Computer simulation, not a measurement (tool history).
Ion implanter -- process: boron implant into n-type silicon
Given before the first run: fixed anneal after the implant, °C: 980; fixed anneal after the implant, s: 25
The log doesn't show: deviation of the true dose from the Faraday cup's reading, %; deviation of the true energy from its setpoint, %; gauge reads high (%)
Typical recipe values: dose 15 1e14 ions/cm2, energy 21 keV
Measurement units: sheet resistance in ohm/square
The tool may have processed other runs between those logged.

run	hour	dose	energy	wafers since the last listed run	hours since the last dose calibration	hours since the extraction supply was calibrated	hours since the gauge calibration	read-back reference wafer on the same gauge, sheet resistance	sheet resistance
1	0	16.91	21	0	1963	5829.7	64.8	101	85.97
2	17.1	16.91	21	341	1980.1	5846.8	81.9	100.96	86.27
3	35	16.91	21	357	1998	5864.7	99.8	100.91	86.25
4	41.8	15	25	135	2004.8	5871.5	106.6	101.02	89.53
5	56.1	15	25	285	2019.1	5885.8	120.9	100.96	90.06
6	70.7	15	26.5	291	2033.7	5900.4	135.5	101.09	89.1
# hour 72: gauge calibrated
7	88.1	15	26.5	347	2051.1	5917.8	16.1	101.02	89

Run 8 comes next. What will it give?
# hour 100.2: extraction supply calibrated
8	101.7	18.84	16	111	2064.7	1.5	29.7	?	?

read-back reference wafer on the same gauge, sheet resistance: 100.99
sheet resistance: 88.39 ohm/square
Without the tool's hidden state the same run would have given sheet resistance 88.39 ohm/square.
